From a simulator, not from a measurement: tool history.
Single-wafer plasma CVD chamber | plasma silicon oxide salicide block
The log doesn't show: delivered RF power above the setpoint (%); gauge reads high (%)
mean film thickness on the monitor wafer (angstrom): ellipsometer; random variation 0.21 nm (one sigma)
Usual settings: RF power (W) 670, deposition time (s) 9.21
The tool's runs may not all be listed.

run   hour  RF power (W)  deposition time (s)  wafers since the last listed run  hours since the last RF generator calibration  hours since the showerhead was replaced  hours since the gauge calibration  read-back reference wafer on the same gauge, thickness_nm  mean film thickness on the monitor wafer (angstrom)
  1    0.0           625                 9.21                                 0                                          964.5                                   3359.1                               58.6                                                    112.029                                              1015.63
  2   12.2           625                 9.21                               215                                          976.7                                   3371.3                               70.8                                                    111.968                                              1014.64
  3   25.2           625                 9.21                               229                                          989.7                                   3384.3                               83.8                                                    111.961                                              1011.21
  4   42.4           670                 8.47                               304                                         1006.9                                   3401.5                              101.0                                                    111.992                                               948.17
  5   77.1           670                 9.21                               613                                         1041.6                                   3436.2                              135.7                                                    112.114                                              1030.68
  6  110.8           670                 9.21                               596                                         1075.3                                   3469.9                              169.4                                                    112.009                                              1030.71
     137.8  -- RF generator calibrated
  7  138.3           670                 9.21                               344                                            0.5                                   3497.4                              196.9                                                    111.981                                              1028.60
  8  154.4           670                 9.21                               284                                           16.6                                   3513.5                              213.0                                                    111.945                                              1032.10
  9  177.4           770                10.48                               406                                           39.6                                   3536.5                              236.0                                                    111.952                                              1197.34
     192.0  -- gauge calibrated
 10  210.6           630                10.66                               587                                           72.8                                   3569.7                               18.6                                                    112.079                                              1177.26
 11  227.6           670                 9.21                               300                                           89.8                                   3586.7                               35.6                                                    112.046                                              1028.67
 12  251.8           595                10.50                               428                                          114.0                                   3610.9                               59.8                                                    112.004                                              1146.85
 13  285.2           580                 9.21                               590                                          147.4                                   3644.3                               93.2                                                    112.035                                              1003.90
 14  309.8           705                10.53                               435                                          172.0                                   3668.9                              117.8                                                    112.121                                              1189.34
     324.3  -- showerhead replaced
 15  339.4           745                10.88                               382                                          201.6                                     15.1                              147.4                                                    111.998                                              1246.59
     428.7  -- gauge calibrated
 16  431.7           670                 9.21                              1632                                          293.9                                    107.4                                3.0                                                    112.083                                              1028.31

The tool's hidden state at each run:
delivered RF power above the setpoint (%): 0 in every run
gauge reads high (%): 0 in every run

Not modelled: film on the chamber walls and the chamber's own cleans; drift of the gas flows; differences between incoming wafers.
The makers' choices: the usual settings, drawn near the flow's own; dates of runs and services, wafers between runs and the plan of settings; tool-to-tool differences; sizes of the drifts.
